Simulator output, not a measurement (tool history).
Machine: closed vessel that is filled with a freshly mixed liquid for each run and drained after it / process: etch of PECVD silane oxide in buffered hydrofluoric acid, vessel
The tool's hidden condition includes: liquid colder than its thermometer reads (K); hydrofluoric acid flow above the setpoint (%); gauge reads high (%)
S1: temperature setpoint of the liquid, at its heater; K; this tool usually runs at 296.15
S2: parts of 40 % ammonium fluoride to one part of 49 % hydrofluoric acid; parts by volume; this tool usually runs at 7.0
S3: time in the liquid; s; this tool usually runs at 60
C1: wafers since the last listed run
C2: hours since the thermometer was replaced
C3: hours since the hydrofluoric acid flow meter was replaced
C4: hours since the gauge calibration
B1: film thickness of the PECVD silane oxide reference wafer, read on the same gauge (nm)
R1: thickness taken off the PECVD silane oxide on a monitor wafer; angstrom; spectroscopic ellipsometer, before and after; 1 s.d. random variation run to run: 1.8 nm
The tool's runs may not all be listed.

| run | hour | S1 | S2 | S3 | C1 | C2 | C3 | C4 | B1 | R1 |
|---|---|---|---|---|---|---|---|---|---|---|
| 1 | 0.0 | 296.15 | 7.0 | 60 | 0 | 1664.7 | 954.7 | 704.3 | 110.01 | 1729.5 |
| 2 | 91.4 | 296.15 | 7.0 | 60 | 13439 | 1756.1 | 1046.1 | 795.7 | 109.99 | 1733.6 |
| 3 | 137.0 | 296.15 | 7.0 | 35 | 6704 | 1801.7 | 1091.7 | 841.3 | 110.01 | 1018.5 |
| 4 | 207.9 | 296.15 | 7.0 | 35 | 10424 | 1872.6 | 1162.6 | 912.2 | 110.01 | 994.0 |
| 5 | 247.2 | 296.15 | 7.0 | 35 | 5778 | 1911.9 | 1201.9 | 951.5 | 110.00 | 999.8 |
| 6 | 289.8 | 297.65 | 7.0 | 35 | 6263 | 1954.5 | 1244.5 | 994.1 | 109.99 | 1101.9 |
| 7 | 473.6 | 296.15 | 7.0 | 60 | 27025 | 2138.3 | 1428.3 | 1177.9 | 110.01 | 1691.1 |
|  | 524.6 | gauge calibrated |
| 8 | 532.6 | 296.15 | 7.0 | 60 | 8675 | 2197.3 | 1487.3 | 8.0 | 110.01 | 1670.2 |
| 9 | 590.6 | 296.15 | 7.0 | 60 | 8528 | 2255.3 | 1545.3 | 66.0 | 110.00 | 1717.4 |
| 10 | 640.5 | 296.15 | 7.0 | 60 | 7337 | 2305.2 | 1595.2 | 115.9 | 109.98 | 1692.5 |
| 11 | 721.8 | 296.15 | 5.5 | 60 | 11954 | 2386.5 | 1676.5 | 197.2 | 110.00 | 2089.6 |
| 12 | 815.2 | 292.15 | 7.0 | 60 | 13733 | 2479.9 | 1769.9 | 290.6 | 110.02 | 1371.8 |
|  | 891.7 | hydrofluoric acid flow meter replaced |
| 13 | 905.2 | 294.65 | 5.0 | 30 | 13086 | 2569.9 | 13.5 | 380.6 | 110.01 | 1030.0 |
| 14 | 976.7 | 296.15 | 7.0 | 60 | 10513 | 2641.4 | 85.0 | 452.1 | 110.01 | 1657.7 |
| 15 | 1032.7 | 297.65 | 7.0 | 60 | 8234 | 2697.4 | 141.0 | 508.1 | 110.00 | 1823.6 |
| 16 | 1081.4 | 297.65 | 7.0 | 60 | 7160 | 2746.1 | 189.7 | 556.8 | 110.02 | 1804.8 |
| 17 | 1173.2 | 296.15 | 7.0 | 35 | 13497 | 2837.9 | 281.5 | 648.6 | 110.00 | 973.8 |
|  | 1211.4 | thermometer replaced |
| 18 | 1257.3 | 296.15 | 7.0 | 60 | 12218 | 45.9 | 365.6 | 732.7 | 110.01 | 1891.8 |
| 19 | 1337.4 | 300.65 | 7.0 | 45 | 11777 | 126.0 | 445.7 | 812.8 | 110.00 | 1796.6 |
| 20 | 1436.1 | 293.15 | 7.0 | 60 | 14512 | 224.7 | 544.4 | 911.5 | 110.01 | 1600.8 |
| 21 | 1515.4 | 296.15 | 7.0 | 30 | 11659 | 304.0 | 623.7 | 990.8 | 110.00 | 945.0 |

Here are 4 independent what-if runs from the current tool condition. What would each one return?
| A | 1516.1 | 296.15 | 7.0 | 60 | 102 | 304.7 | 624.4 | 991.5 | ? | ? |
| B | 1516.1 | 292.15 | 8.0 | 90 | 102 | 304.7 | 624.4 | 991.5 | ? | ? |
| C | 1516.1 | 300.65 | 9.5 | 35 | 102 | 304.7 | 624.4 | 991.5 | ? | ? |
| D | 1516.1 | 299.15 | 7.0 | 60 | 102 | 304.7 | 624.4 | 991.5 | ? | ? |

| run | B1 | R1 |
|---|---|---|
| A | 110.00 | 1854.3 |
| B | 110.00 | 1926.6 |
| C | 110.00 | 1016.6 |
| D | 110.00 | 2183.1 |
The same runs, with their run-to-run variation unchanged, on a tool lacking any hidden condition would have given:
| run | R1 |
|---|---|
| A | 1897.5 |
| B | 1972.8 |
| C | 1039.6 |
| D | 2233.0 |
